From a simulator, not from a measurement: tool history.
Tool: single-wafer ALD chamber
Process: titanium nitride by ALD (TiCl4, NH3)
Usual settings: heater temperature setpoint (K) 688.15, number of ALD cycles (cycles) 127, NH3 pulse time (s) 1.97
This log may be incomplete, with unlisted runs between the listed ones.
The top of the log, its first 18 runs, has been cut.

| run | hour | heater temperature setpoint (K) | number of ALD cycles (cycles) | NH3 pulse time (s) | wafers since the last listed run | hours since the last thermocouple change | hours since the showerhead was replaced | hours since the gauge calibration | read-back reference wafer on the same gauge, thickness_nm | mean film thickness on the monitor wafer (angstrom) |
|---|---|---|---|---|---|---|---|---|---|---|
| 19 | 192.5 | 688.15 | 127 | 1.97 | 18 | 1805.9 | 6240.4 | 157.5 | 2.286 | 27.62 |
| 20 | 208.6 | 688.15 | 127 | 1.97 | 43 | 1822.0 | 6256.5 | 173.6 | 2.286 | 27.61 |
| 21 | 226.4 | 694.15 | 114 | 2.55 | 47 | 1839.8 | 6274.3 | 191.4 | 2.286 | 25.08 |
| 22 | 239.9 | 688.15 | 127 | 1.97 | 36 | 1853.3 | 6287.8 | 204.9 | 2.288 | 27.65 |
| 23 | 249.6 | 701.15 | 127 | 1.97 | 26 | 1863.0 | 6297.5 | 214.6 | 2.291 | 27.58 |
| 24 | 265.1 | 677.15 | 113 | 1.28 | 41 | 1878.5 | 6313.0 | 230.1 | 2.290 | 23.64 |
| 25 | 274.8 | 688.15 | 127 | 1.97 | 26 | 1888.2 | 6322.7 | 239.8 | 2.292 | 27.63 |
|  | 292.3 | gauge calibrated |
|  | 304.6 | thermocouple changed; heater temperature recalibrated |
| 26 | 310.8 | 688.15 | 127 | 1.97 | 75 | 6.2 | 6358.7 | 18.5 | 2.274 | 27.51 |
| 27 | 318.9 | 688.15 | 118 | 2.29 | 21 | 14.3 | 6366.8 | 26.6 | 2.274 | 25.79 |
| 28 | 333.4 | 694.15 | 127 | 1.97 | 39 | 28.8 | 6381.3 | 41.1 | 2.275 | 27.59 |
|  | 348.1 | showerhead replaced |
| 29 | 348.6 | 680.15 | 127 | 2.45 | 19 | 44.0 | 0.5 | 56.3 | 2.278 | 27.65 |
| 30 | 364.0 | 688.15 | 127 | 1.97 | 41 | 59.4 | 15.9 | 71.7 | 2.277 | 27.62 |
| 31 | 376.8 | 681.15 | 139 | 1.97 | 34 | 72.2 | 28.7 | 84.5 | 2.278 | 30.03 |
| 32 | 384.6 | 673.15 | 127 | 2.20 | 20 | 80.0 | 36.5 | 92.3 | 2.283 | 27.53 |
| 33 | 402.5 | 700.15 | 148 | 2.34 | 48 | 97.9 | 54.4 | 110.2 | 2.280 | 32.45 |
| 34 | 429.6 | 688.15 | 110 | 2.63 | 72 | 125.0 | 81.5 | 137.3 | 2.286 | 24.17 |
| 35 | 437.9 | 678.15 | 114 | 2.20 | 22 | 133.3 | 89.8 | 145.6 | 2.283 | 24.82 |
| 36 | 444.0 | 682.15 | 137 | 1.97 | 16 | 139.4 | 95.9 | 151.7 | 2.287 | 29.66 |

What if the next run were any one of these 3? Each begins from the tool's condition after run 36:
| A | 444.7 | 678.15 | 127 | 1.97 | 1 | 140.1 | 96.6 | 152.4 | ? | ? |
| B | 444.7 | 676.15 | 120 | 2.72 | 1 | 140.1 | 96.6 | 152.4 | ? | ? |
| C | 444.7 | 688.15 | 114 | 1.61 | 1 | 140.1 | 96.6 | 152.4 | ? | ? |

| run | read-back reference wafer on the same gauge, thickness_nm | mean film thickness on the monitor wafer (angstrom) |
|---|---|---|
| A | 2.287 | 27.44 |
| B | 2.287 | 26.33 |
| C | 2.287 | 24.45 |
Without the tool's hidden state the same runs would have given:
| run | mean film thickness on the monitor wafer (angstrom) |
|---|---|
| A | 27.26 |
| B | 26.16 |
| C | 24.29 |
